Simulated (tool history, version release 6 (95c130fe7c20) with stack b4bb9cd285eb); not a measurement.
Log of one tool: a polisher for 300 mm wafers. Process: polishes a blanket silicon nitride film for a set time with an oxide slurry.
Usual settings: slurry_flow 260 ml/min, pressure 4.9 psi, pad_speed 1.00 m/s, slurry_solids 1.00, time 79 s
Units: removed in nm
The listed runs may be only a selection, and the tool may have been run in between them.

run	hour	slurry_flow	pressure	pad_speed	slurry_solids	time	wafers since the last listed run	wafers polished on this pad	hours since the slurry nozzle was cleaned	hours since the head pressure was calibrated	hours since the slurry blender was calibrated	hours since the conditioning disc was replaced	incoming thickness of the incoming film, nm	removed
1	0.0	260	4.9	1.00	1.00	79	0	367	111.5	140.9	60.5	4.1	554.8	69.2
2	13.9	260	4.9	1.00	1.00	79	88	455	125.4	154.8	74.4	18.0	555.3	69.0
3	21.1	260	4.9	1.00	1.00	79	45	501	132.6	162.0	81.6	25.2	543.1	69.9
4	38.7	260	4.9	1.00	1.00	79	111	613	150.2	179.6	99.2	42.8	555.2	69.1
# hour 44.5: worn pad replaced by a new one
5	46.7	260	4.9	1.00	1.00	79	25	14	158.2	187.6	107.2	50.8	549.2	70.3
6	61.2	260	4.9	1.00	1.00	79	92	106	172.7	202.1	121.7	65.3	546.7	71.1
7	69.9	305	4.9	1.00	1.00	79	55	161	181.4	210.8	130.4	74.0	545.4	70.6
8	79.7	305	4.9	1.00	1.00	79	62	224	191.2	220.6	140.2	83.8	552.5	71.1
9	97.5	305	4.9	1.00	1.00	79	113	337	209.0	238.4	158.0	101.6	546.9	71.8
10	111.8	260	4.9	0.90	1.00	79	90	428	223.3	252.7	172.3	115.9	554.2	64.4
# hour 124.1: worn pad replaced by a new one
11	124.6	260	4.9	0.90	1.00	79	55	3	236.1	265.5	185.1	128.7	551.1	65.9
12	127.5	260	4.9	1.00	0.90	56	18	21	239.0	268.4	188.0	131.6	553.3	48.3
13	139.6	330	5.7	1.00	1.00	79	76	98	251.1	280.5	200.1	143.7	548.9	82.1
# hour 149.1: slurry blender recalibrated
14	153.3	260	4.9	1.00	0.90	104	74	172	264.8	294.2	4.2	157.4	552.7	89.5
15	168.9	260	4.9	1.00	1.00	79	99	271	280.4	309.8	19.8	173.0	547.5	72.1
16	183.7	260	4.9	1.00	1.00	79	94	366	295.2	324.6	34.6	187.8	549.0	70.5
# hour 188.6: slurry nozzle cleaned
# hour 191.4: head pressure recalibrated
# hour 218.9: worn pad replaced by a new one
17	235.6	210	4.0	0.78	1.00	79	285	106	47.0	44.2	86.5	239.7	540.3	45.8
# hour 239.0: conditioning disc replaced and pad reconditioned
18	253.3	260	4.9	1.00	1.00	68	99	206	64.7	61.9	104.2	14.3	547.2	58.8
19	262.1	290	4.9	1.00	1.00	79	55	262	73.5	70.7	113.0	23.1	558.9	69.1
20	276.7	260	4.9	1.00	1.10	79	92	354	88.1	85.3	127.6	37.7	555.4	70.3
21	286.9	260	4.9	1.00	1.00	68	64	419	98.3	95.5	137.8	47.9	555.1	58.2
22	300.0	260	4.9	1.00	1.00	79	83	502	111.4	108.6	150.9	61.0	556.1	67.9

Below, some changes in removed between adjacent runs. For each, the amount present without the hidden state too (settings, incoming material, random variation) and the amount remaining for the hidden state with gauge scatter not shared by both compared results:
Hidden conditions of the tool in this case: removal rate lost through wear of the pad, %; slurry flow missing at the pad, %; deviation of the head's pressure from its setpoint, %; abrasive missing from the slurry, %; time polished since the conditioner stopped cutting, s.
Run 12 -> 13: slurry_flow 260 -> 330, pressure 4.9 -> 5.7, slurry_solids 0.90 -> 1.00, time 56 -> 79. removed +33.8 nm: hidden state +2.2, all else +31.6.
Run 16 -> 17: slurry_flow 260 -> 210, pressure 4.9 -> 4.0, pad_speed 1.00 -> 0.78, slurry nozzle cleaned, head pressure recalibrated, worn pad replaced by a new one. removed -24.7 nm: hidden state -4.3, all else -20.4.

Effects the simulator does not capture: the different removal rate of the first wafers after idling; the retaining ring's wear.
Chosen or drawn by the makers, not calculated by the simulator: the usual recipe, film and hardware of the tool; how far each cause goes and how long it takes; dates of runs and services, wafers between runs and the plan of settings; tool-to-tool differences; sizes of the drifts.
